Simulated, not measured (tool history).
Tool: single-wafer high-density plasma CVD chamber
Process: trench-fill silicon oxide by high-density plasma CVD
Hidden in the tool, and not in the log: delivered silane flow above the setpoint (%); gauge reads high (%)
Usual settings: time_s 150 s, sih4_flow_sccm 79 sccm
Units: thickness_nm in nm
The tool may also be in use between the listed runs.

| run | hour | time_s | sih4_flow_sccm | wafers since the last listed run | hours since the silane flow controller was replaced | hours since the gauge calibration | read-back reference wafer on the same gauge, thickness_nm | thickness_nm |
|---|---|---|---|---|---|---|---|---|
| 1 | 0 | 150 | 79 | 0 | 2149.2 | 526.4 | 1139.505 | 1130.56 |
| 2 | 38.6 | 150 | 79 | 277 | 2187.8 | 565 | 1140.075 | 1131.858 |
| 3 | 81.1 | 150 | 79 | 306 | 2230.3 | 607.5 | 1142.512 | 1127.685 |
| 4 | 131.4 | 133 | 79 | 362 | 2280.6 | 657.8 | 1137.666 | 998.157 |
|  | 143.3 | gauge calibrated |
| 5 | 163.4 | 133 | 79 | 230 | 2312.6 | 20.1 | 1139.899 | 999.961 |
| 6 | 202.3 | 137 | 79 | 280 | 2351.5 | 59 | 1139.412 | 1032.775 |
| 7 | 256.5 | 137 | 79 | 390 | 2405.7 | 113.2 | 1139.314 | 1032.954 |
| 8 | 305.1 | 150 | 79 | 350 | 2454.3 | 161.8 | 1139.089 | 1127.043 |
| 9 | 486.9 | 137 | 88 | 1309 | 2636.1 | 343.6 | 1141.583 | 1120.057 |
| 10 | 673.8 | 171 | 69 | 1346 | 2823 | 530.5 | 1139.99 | 1158.834 |

Run 11 comes next. What will it give?
| 11 | 698.2 | 150 | 79 | 175 | 2847.4 | 554.9 | ? | ? |

Run 11 gave read-back reference wafer on the same gauge, thickness_nm 1139.554, thickness_nm 1124.778 nm.
Without the tool's hidden state the same run would have given thickness_nm 1175.246 nm.
